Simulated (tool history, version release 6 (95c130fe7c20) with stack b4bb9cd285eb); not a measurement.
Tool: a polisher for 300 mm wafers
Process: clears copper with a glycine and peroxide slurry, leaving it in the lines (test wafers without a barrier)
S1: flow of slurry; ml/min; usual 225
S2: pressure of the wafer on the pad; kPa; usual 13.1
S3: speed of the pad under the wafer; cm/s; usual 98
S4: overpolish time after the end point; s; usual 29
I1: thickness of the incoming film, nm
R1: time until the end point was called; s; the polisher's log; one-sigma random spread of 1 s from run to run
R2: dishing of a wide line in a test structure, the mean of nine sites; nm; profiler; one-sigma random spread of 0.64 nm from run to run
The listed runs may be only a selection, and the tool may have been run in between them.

Run 1, hour 0.0: usual settings but S3 90 cm/s; I1 304.4. Result: R1 90.3 s, R2 44.0 nm.
Run 2, hour 16.0: usual settings but S3 72 cm/s; I1 303.7. Result: R1 106.2 s, R2 39.6 nm.
Run 3, hour 32.2: usual settings but S3 72 cm/s; I1 301.7. Result: R1 107.7 s, R2 41.1 nm.
Run 4, hour 58.3: usual settings; I1 305.0. Result: R1 89.7 s, R2 43.0 nm.
Run 5, hour 94.2: usual settings but S1 175 ml/min; I1 309.4. Result: R1 100.3 s, R2 41.5 nm.
At hour 107.0: worn pad replaced by a new one.
Run 6, hour 127.6: usual settings but S2 10.3 kPa; I1 306.4. Result: R1 94.7 s, R2 40.6 nm.
Run 7, hour 157.5: usual settings but S2 10.3 kPa; I1 305.8. Result: R1 97.3 s, R2 41.3 nm.
Run 8, hour 173.6: usual settings but S1 275 ml/min; I1 304.7. Result: R1 78.2 s, R2 45.6 nm.
Run 9, hour 197.1: usual settings; I1 302.7. Result: R1 79.5 s, R2 44.5 nm.
At hour 206.7: slurry nozzle cleaned.
Run 10, hour 218.3: usual settings; I1 308.9. Result: R1 81.5 s, R2 44.1 nm.
Run 11, hour 245.2: usual settings; I1 306.7. Result: R1 84.7 s, R2 44.6 nm.
Run 12, hour 271.3: usual settings but S3 108 cm/s, S4 19 s; I1 303.8. Result: R1 79.1 s, R2 37.3 nm.
At hour 302.7: worn pad replaced by a new one.
Run 13, hour 304.7: usual settings; I1 310.1. Result: R1 81.2 s, R2 44.1 nm.
Run 14, hour 319.8: usual settings but S3 72 cm/s; I1 302.2. Result: R1 100.5 s, R2 43.4 nm.
Run 15, hour 342.0: usual settings; I1 305.4. Result: R1 80.1 s, R2 44.8 nm.
At hour 360.6: head pressure recalibrated.
Run 16, hour 365.0: usual settings but S2 15.2 kPa, S3 128 cm/s, S4 23 s; I1 306.9. Result: R1 59.1 s, R2 44.6 nm.
Run 17, hour 386.8: usual settings but S2 17.9 kPa, S3 122 cm/s, S4 45 s; I1 306.2. Result: R1 53.1 s, R2 51.7 nm.
Run 18, hour 416.1: usual settings but S1 150 ml/min, S2 11.7 kPa, S3 80 cm/s, S4 13 s; I1 305.3. Result: R1 112.2 s, R2 23.7 nm.
Run 19, hour 444.9: usual settings; I1 302.0. Result: R1 80.9 s, R2 43.0 nm.
Run 20, hour 475.8: usual settings but S1 175 ml/min, S3 128 cm/s; I1 302.2. Result: R1 71.6 s, R2 44.8 nm.
Run 21, hour 498.5: usual settings but S1 145 ml/min, S3 82 cm/s, S4 35 s; I1 304.0. Result: R1 108.5 s, R2 43.1 nm.
At hour 508.3: worn pad replaced by a new one.
Run 22, hour 523.0: usual settings; I1 300.5. Result: R1 78.3 s, R2 44.2 nm.
Run 23, hour 539.5: usual settings but S1 195 ml/min, S3 118 cm/s, S4 36 s; I1 304.9. Result: R1 70.6 s, R2 48.2 nm.
Run 24, hour 558.9: usual settings but S4 43 s; I1 301.9. Result: R1 77.3 s, R2 49.7 nm.
Run 25, hour 574.6: usual settings; I1 303.0. Result: R1 79.0 s, R2 44.3 nm.
Run 26, hour 594.3: usual settings but S2 11.0 kPa, S3 122 cm/s; I1 299.2. Result: R1 76.5 s, R2 42.7 nm.
Run 27, hour 623.4: usual settings but S1 260 ml/min, S4 16 s; I1 307.2. Result: R1 80.7 s, R2 33.8 nm.
Run 28, hour 647.5: usual settings; I1 302.4. Result: R1 82.0 s, R2 43.3 nm.
Run 29, hour 668.3: usual settings but S1 195 ml/min, S3 118 cm/s, S4 36 s; I1 303.7. Result: R1 75.6 s, R2 47.5 nm.
Run 30, hour 687.8: usual settings but S2 15.2 kPa; I1 305.8. Result: R1 78.4 s, R2 45.9 nm.
Run 31, hour 708.2: usual settings but S1 155 ml/min, S4 23 s; I1 306.6. Result: R1 93.9 s, R2 38.2 nm.
Run 32, hour 741.8: usual settings but S1 250 ml/min, S3 82 cm/s, S4 22 s; I1 302.9. Result: R1 102.8 s, R2 34.9 nm.
At hour 765.9: worn pad replaced by a new one.
Run 33, hour 766.4: usual settings but S3 114 cm/s, S4 13 s; I1 306.9. Result: R1 71.8 s, R2 32.0 nm.
Run 34, hour 792.3: usual settings but S2 9.0 kPa, S4 41 s; I1 306.7. Result: R1 104.2 s, R2 45.3 nm.
Run 35, hour 805.6: usual settings but S2 9.7 kPa, S3 108 cm/s, S4 36 s; I1 308.6. Result: R1 96.8 s, R2 43.8 nm.

Consider 4 possible next runs. They are alternatives, not a sequence: every one starts from the tool as it was left by run 35. What does each give?
Run A, hour 806.0: usual settings but S3 126 cm/s; I1 302.7. Result: R1 ?, R2 ?.
Run B, hour 806.0: usual settings but S1 265 ml/min, S2 14.5 kPa; I1 302.7. Result: R1 ?, R2 ?.
Run C, hour 806.0: usual settings but S1 280 ml/min, S2 9.0 kPa, S3 112 cm/s, S4 41 s; I1 302.7. Result: R1 ?, R2 ?.
Run D, hour 806.0: usual settings but S1 270 ml/min, S2 11.7 kPa, S4 35 s; I1 302.7. Result: R1 ?, R2 ?.

run    R1    R2
  A  64.7  46.2
  B  71.2  46.2
  C  91.8  45.8
  D  83.4  46.3
Take away the tool's hidden state, keep each run's random variation, and the runs would have read:
run    R1    R2
  A  64.1  46.3
  B  70.5  46.4
  C  90.9  45.9
  D  82.6  46.5
